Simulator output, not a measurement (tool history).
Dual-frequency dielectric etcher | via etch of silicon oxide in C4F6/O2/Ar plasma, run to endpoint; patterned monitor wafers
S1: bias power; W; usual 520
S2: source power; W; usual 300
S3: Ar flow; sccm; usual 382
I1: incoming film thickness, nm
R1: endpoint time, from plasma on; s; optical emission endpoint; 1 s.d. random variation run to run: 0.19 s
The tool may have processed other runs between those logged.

Run 1, hour 0.0: usual settings but S3 402 sccm; I1 90.4. Result: R1 24.2 s.
Run 2, hour 13.0: usual settings; I1 90.9. Result: R1 24.2 s.
Run 3, hour 22.6: usual settings; I1 90.6. Result: R1 24.5 s.
At hour 37.3: source power generator calibrated.
Run 4, hour 37.8: usual settings; I1 91.6. Result: R1 24.7 s.
At hour 44.5: bias power generator calibrated.
Run 5, hour 45.0: usual settings; I1 90.0. Result: R1 24.0 s.
Run 6, hour 54.3: usual settings but S3 442 sccm; I1 91.0. Result: R1 24.6 s.
Run 7, hour 61.8: usual settings; I1 91.0. Result: R1 23.9 s.
Run 8, hour 98.3: usual settings; I1 90.1. Result: R1 24.4 s.
Run 9, hour 108.9: usual settings; I1 89.7. Result: R1 24.3 s.
Run 10, hour 123.7: usual settings but S1 427 W; I1 90.5. Result: R1 26.4 s.
Run 11, hour 131.8: usual settings but S3 296 sccm; I1 90.3. Result: R1 24.1 s.
Run 12, hour 138.5: usual settings but S1 594 W, S2 230 W, S3 436 sccm; I1 90.7. Result: R1 24.9 s.
Run 13, hour 146.1: usual settings but S3 450 sccm; I1 91.7. Result: R1 25.4 s.
Run 14, hour 155.6: usual settings but S1 625 W, S2 340 W, S3 439 sccm; I1 90.6. Result: R1 22.4 s.
At hour 195.0: wet clean of the chamber.
Run 15, hour 207.9: usual settings but S2 340 W; I1 89.9. Result: R1 22.3 s.
Run 16, hour 220.9: usual settings but S1 637 W, S2 360 W, S3 299 sccm; I1 90.7. Result: R1 19.6 s.
Run 17, hour 231.4: usual settings but S3 414 sccm; I1 90.9. Result: R1 23.8 s.
At hour 265.3: upper electrode replaced.
Run 18, hour 265.8: usual settings; I1 91.0. Result: R1 23.6 s.
Run 19, hour 266.1: usual settings but S1 559 W, S2 280 W, S3 322 sccm; I1 90.1. Result: R1 22.6 s.
At hour 273.6: Ar flow controller replaced.
Run 20, hour 274.1: usual settings but S2 370 W, S3 344 sccm; I1 90.3. Result: R1 21.5 s.
Run 21, hour 283.3: usual settings but S1 468 W, S2 340 W, S3 293 sccm; I1 90.3. Result: R1 23.0 s.
Run 22, hour 290.2: usual settings but S1 553 W, S2 250 W, S3 345 sccm; I1 91.4. Result: R1 23.8 s.
Run 23, hour 304.5: usual settings but S1 618 W, S2 230 W, S3 441 sccm; I1 91.3. Result: R1 24.1 s.
Run 24, hour 311.1: usual settings but S3 448 sccm; I1 89.8. Result: R1 24.1 s.
Run 25, hour 322.7: usual settings but S2 250 W, S3 454 sccm; I1 90.7. Result: R1 25.3 s.
Run 26, hour 332.2: usual settings; I1 90.7. Result: R1 23.6 s.
Run 27, hour 346.8: usual settings but S1 553 W, S2 250 W, S3 345 sccm; I1 92.0. Result: R1 24.4 s.
Run 28, hour 357.4: usual settings but S1 625 W, S2 340 W, S3 439 sccm; I1 91.4. Result: R1 21.2 s.
Run 29, hour 370.4: usual settings but S1 617 W, S2 320 W, S3 453 sccm; I1 91.1. Result: R1 22.0 s.
Run 30, hour 385.2: usual settings but S1 645 W, S2 280 W; I1 90.1. Result: R1 21.5 s.

Consider 3 possible next runs. They are alternatives, not a sequence: every one starts from the tool as it was left by run 30. What does each give?
Run A, hour 385.6: usual settings but S1 638 W; I1 89.7. Result: R1 ?.
Run B, hour 385.6: usual settings but S1 413 W, S2 250 W; I1 89.7. Result: R1 ?.
Run C, hour 385.6: usual settings but S1 409 W; I1 89.7. Result: R1 ?.

run    R1
  A  21.3
  B  27.7
  C  26.5
What these runs would have given with no unlogged condition in the tool:
run    R1
  A  21.0
  B  27.3
  C  26.0
